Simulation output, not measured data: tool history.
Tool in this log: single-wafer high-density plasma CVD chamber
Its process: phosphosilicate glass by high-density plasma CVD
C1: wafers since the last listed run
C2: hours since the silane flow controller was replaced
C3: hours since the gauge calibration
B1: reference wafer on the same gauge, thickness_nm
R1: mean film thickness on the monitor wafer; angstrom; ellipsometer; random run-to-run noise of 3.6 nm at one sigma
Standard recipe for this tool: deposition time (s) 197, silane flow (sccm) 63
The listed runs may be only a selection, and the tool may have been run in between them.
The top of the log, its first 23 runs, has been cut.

Run 24, hour 543.4: usual settings but deposition time (s) 207; C1 269; C2 2554; C3 776.4; B1 1179.787. Result: R1 15255.51 angstrom.
Run 25, hour 564.6: usual settings but deposition time (s) 182, silane flow (sccm) 58; C1 194; C2 2575.2; C3 797.6; B1 1180.321. Result: R1 12594.47 angstrom.
Run 26, hour 589: usual settings but deposition time (s) 220, silane flow (sccm) 70; C1 224; C2 2599.6; C3 822; B1 1180.141. Result: R1 17756.98 angstrom.
Run 27, hour 617.8: usual settings; C1 264; C2 2628.4; C3 850.8; B1 1180.347. Result: R1 14575.04 angstrom.
Run 28, hour 640.2: usual settings but deposition time (s) 158, silane flow (sccm) 74; C1 205; C2 2650.8; C3 873.2; B1 1180.425. Result: R1 13397.95 angstrom.
At hour 652: silane flow controller replaced.
Run 29, hour 671.3: usual settings but deposition time (s) 208; C1 212; C2 19.3; C3 904.3; B1 1180.347. Result: R1 14758.96 angstrom.
Run 30, hour 694: usual settings but deposition time (s) 222, silane flow (sccm) 74; C1 208; C2 42; C3 927; B1 1179.594. Result: R1 17955.97 angstrom.
Run 31, hour 772.3: usual settings; C1 720; C2 120.3; C3 1005.3; B1 1179.34. Result: R1 13897.61 angstrom.
Run 32, hour 789.9: usual settings; C1 161; C2 137.9; C3 1022.9; B1 1180.22. Result: R1 13950.83 angstrom.
At hour 800: gauge calibrated.
Run 33, hour 810.5: usual settings but deposition time (s) 162, silane flow (sccm) 59; C1 189; C2 158.5; C3 10.5; B1 1180.063. Result: R1 10858.35 angstrom.
Run 34, hour 823.7: usual settings; C1 121; C2 171.7; C3 23.7; B1 1179.78. Result: R1 13861.94 angstrom.
Run 35, hour 853.6: usual settings but deposition time (s) 225, silane flow (sccm) 69; C1 274; C2 201.6; C3 53.6; B1 1180.668. Result: R1 17188.51 angstrom.
Run 36, hour 875: usual settings but deposition time (s) 216; C1 196; C2 223; C3 75; B1 1179.718. Result: R1 15334.44 angstrom.
Run 37, hour 902.5: usual settings; C1 252; C2 250.5; C3 102.5; B1 1178.845. Result: R1 13953.7 angstrom.
Run 38, hour 921.9: usual settings; C1 178; C2 269.9; C3 121.9; B1 1179.961. Result: R1 13941.71 angstrom.
Run 39, hour 954.1: usual settings; C1 296; C2 302.1; C3 154.1; B1 1180.314. Result: R1 13971.84 angstrom.
Run 40, hour 988.4: usual settings but deposition time (s) 218, silane flow (sccm) 68; C1 315; C2 336.4; C3 188.4; B1 1179.985. Result: R1 16412.05 angstrom.
Run 41, hour 1016.3: usual settings but deposition time (s) 220; C1 256; C2 364.3; C3 216.3; B1 1179.161. Result: R1 15528.71 angstrom.
Run 42, hour 1046.4: usual settings but deposition time (s) 187, silane flow (sccm) 55; C1 276; C2 394.4; C3 246.4; B1 1180.565. Result: R1 11857.62 angstrom.
Run 43, hour 1077.5: usual settings but deposition time (s) 176, silane flow (sccm) 57; C1 285; C2 425.5; C3 277.5; B1 1180.259. Result: R1 11467.03 angstrom.
Run 44, hour 1102.5: usual settings but deposition time (s) 186; C1 229; C2 450.5; C3 302.5; B1 1179.775. Result: R1 13141.93 angstrom.
Run 45, hour 1124.9: usual settings; C1 205; C2 472.9; C3 324.9; B1 1179.596. Result: R1 13932.12 angstrom.
Run 46, hour 1150.2: usual settings but deposition time (s) 174, silane flow (sccm) 56; C1 232; C2 498.2; C3 350.2; B1 1179.67. Result: R1 11160.49 angstrom.

Branching from run 46: 4 alternative next runs. What would each branch give?
Run A, hour 1150.7: usual settings; C1 4; C2 498.7; C3 350.7; B1 ?. Result: R1 ?.
Run B, hour 1150.7: usual settings but deposition time (s) 166, silane flow (sccm) 51; C1 4; C2 498.7; C3 350.7; B1 ?. Result: R1 ?.
Run C, hour 1150.7: usual settings but deposition time (s) 186, silane flow (sccm) 54; C1 4; C2 498.7; C3 350.7; B1 ?. Result: R1 ?.
Run D, hour 1150.7: usual settings but deposition time (s) 164, silane flow (sccm) 59; C1 4; C2 498.7; C3 350.7; B1 ?. Result: R1 ?.

run        B1        R1
  A  1180.115  13989.42
  B  1180.115    9953.3
  C  1180.115  11666.44
  D  1180.115   11041.8
Stripped of hidden state, with their random variation kept, the same runs would have yielded:
run        R1
  A  14001.39
  B   9961.82
  C  11676.42
  D  11051.25
